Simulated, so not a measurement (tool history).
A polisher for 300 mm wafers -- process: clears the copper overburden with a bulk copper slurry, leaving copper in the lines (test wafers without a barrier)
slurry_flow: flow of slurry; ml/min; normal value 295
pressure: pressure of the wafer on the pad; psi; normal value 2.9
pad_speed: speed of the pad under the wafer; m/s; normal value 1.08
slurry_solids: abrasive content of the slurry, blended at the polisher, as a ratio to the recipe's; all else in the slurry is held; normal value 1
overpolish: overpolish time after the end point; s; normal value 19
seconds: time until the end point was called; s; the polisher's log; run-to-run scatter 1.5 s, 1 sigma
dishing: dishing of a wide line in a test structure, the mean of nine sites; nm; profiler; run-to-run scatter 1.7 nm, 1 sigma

run	hour	slurry_flow	pressure	pad_speed	slurry_solids	overpolish	wafers since the last listed run	wafers polished on this pad	hours since the slurry nozzle was cleaned	hours since the head pressure was calibrated	hours since the slurry blender was calibrated	incoming thickness of the incoming film, nm	seconds	dishing
1	0	295	2.9	1.08	1.2	19	0	1769	311.1	599.9	150.3	1076.5	108.4	83.5
2	43.8	295	2.9	1.08	1.2	19	332	2102	354.9	643.7	194.1	1096.7	113	83.1
3	111.4	295	3.2	1.08	1.2	19	513	2615	422.5	711.3	261.7	1084.3	100.7	88.8
# hour 163.4: head pressure recalibrated
4	217.8	295	3.2	1.08	1.2	19	793	3409	528.9	54.4	368.1	1082.6	103	89.5
# hour 290.7: worn pad replaced by a new one
5	304.7	295	2.5	1.08	1	19	630	106	615.8	141.3	455	1107.7	124.7	77.4
6	359.6	295	2.5	1.08	1	19	417	523	670.7	196.2	509.9	1102.1	129	72.7
# hour 377.2: slurry blender recalibrated
7	453.4	295	2.5	1.08	1	19	697	1220	764.5	290	76.2	1116.2	131.2	74.8
8	530.9	295	2.9	1.08	1	19	588	1809	842	367.5	153.7	1109.8	115.4	79.9
# hour 547.8: slurry nozzle cleaned
9	624.1	295	2.9	1.08	1	19	700	2510	76.3	460.7	246.9	1091.8	116.2	83
10	698.3	295	2.9	1.08	1	19	563	3074	150.5	534.9	321.1	1081.2	115.3	80.5
# hour 760.4: worn pad replaced by a new one
11	775.3	260	2.9	1.44	0.9	11	554	113	227.5	611.9	398.1	1114.5	86.1	71.1
# hour 823.1: slurry blender recalibrated
# hour 865.7: head pressure recalibrated
12	880.6	355	2.6	0.94	1	25	769	883	332.8	14.9	57.5	1103.8	141.5	85.7
13	917.2	295	3.2	1.08	1	19	278	1161	369.4	51.5	94.1	1079.7	101	92.3
14	959.9	230	2	1.08	1	23	324	1485	412.1	94.2	136.8	1085.2	172.3	71.7
15	1029.8	295	2.9	1.38	0.85	19	531	2017	482	164.1	206.7	1082.5	94.6	91.5
16	1130.6	255	2	1.08	1	19	766	2783	582.8	264.9	307.5	1096.3	168.8	59.8
17	1194	295	2.9	1.38	0.85	19	481	3264	646.2	328.3	370.9	1093.9	96.7	90.5
# hour 1273: worn pad replaced by a new one
18	1277.9	295	2.9	1.08	1	19	607	37	730.1	412.2	454.8	1101.2	106.6	84.8
19	1325.4	295	2.9	1.08	1	19	360	398	777.6	459.7	502.3	1080.1	106.6	82.6
# hour 1343.1: slurry blender recalibrated
20	1401.9	205	2.9	1.08	1.25	19	566	964	854.1	536.2	58.8	1097	110	83.2
21	1452.8	295	2.2	1.08	1	28	386	1351	905	587.1	109.7	1095	150.9	84.1
# hour 1456.5: slurry nozzle cleaned
22	1490	295	2.5	1.08	1	19	275	1626	33.5	624.3	146.9	1113	131.4	71.8
23	1542.3	295	2.9	1.08	1	26	397	2023	85.8	676.6	199.2	1088.4	113.6	97.1
24	1604.7	295	2.9	1.08	1	19	474	2497	148.2	739	261.6	1089.8	114.4	83.3
# hour 1608.1: head pressure recalibrated
25	1657.5	295	2.9	0.96	1.2	12	386	2883	201	49.4	314.4	1083.5	124.8	56.5
# hour 1709.9: worn pad replaced by a new one
26	1746.2	295	2.9	1.08	1	19	643	275	289.7	138.1	403.1	1111	108.9	85.8
# hour 1804.1: slurry blender recalibrated
27	1941.5	295	3.2	1.08	1.2	19	1468	1744	485	333.4	137.4	1097.5	99.5	92.5

Each run again, without the hidden state but with its own random variation kept:
Hidden state present: removal rate lost through wear of the pad, %; slurry flow missing at the pad, %; deviation of the head's pressure from its setpoint, %; abrasive missing from the slurry, %.
run	seconds	dishing
1	99.4	87.9
2	102.9	87.8
3	91.1	94
4	92.6	95.1
5	122.3	78.4
6	122.9	74.9
7	121	78.7
8	104.7	84.7
9	104.2	88.6
10	102.8	86.2
11	83.8	72.5
12	131.1	89.5
13	92.5	97.1
14	156.2	76.2
15	84.8	97.1
16	149.7	64.9
17	85.4	96.8
18	105.8	85.2
19	103	84.3
20	103	86.4
21	139.5	87.7
22	120.4	75.9
23	103.3	101.7
24	103.3	88.6
25	112.3	61.2
26	106.2	87
27	91.2	97.2
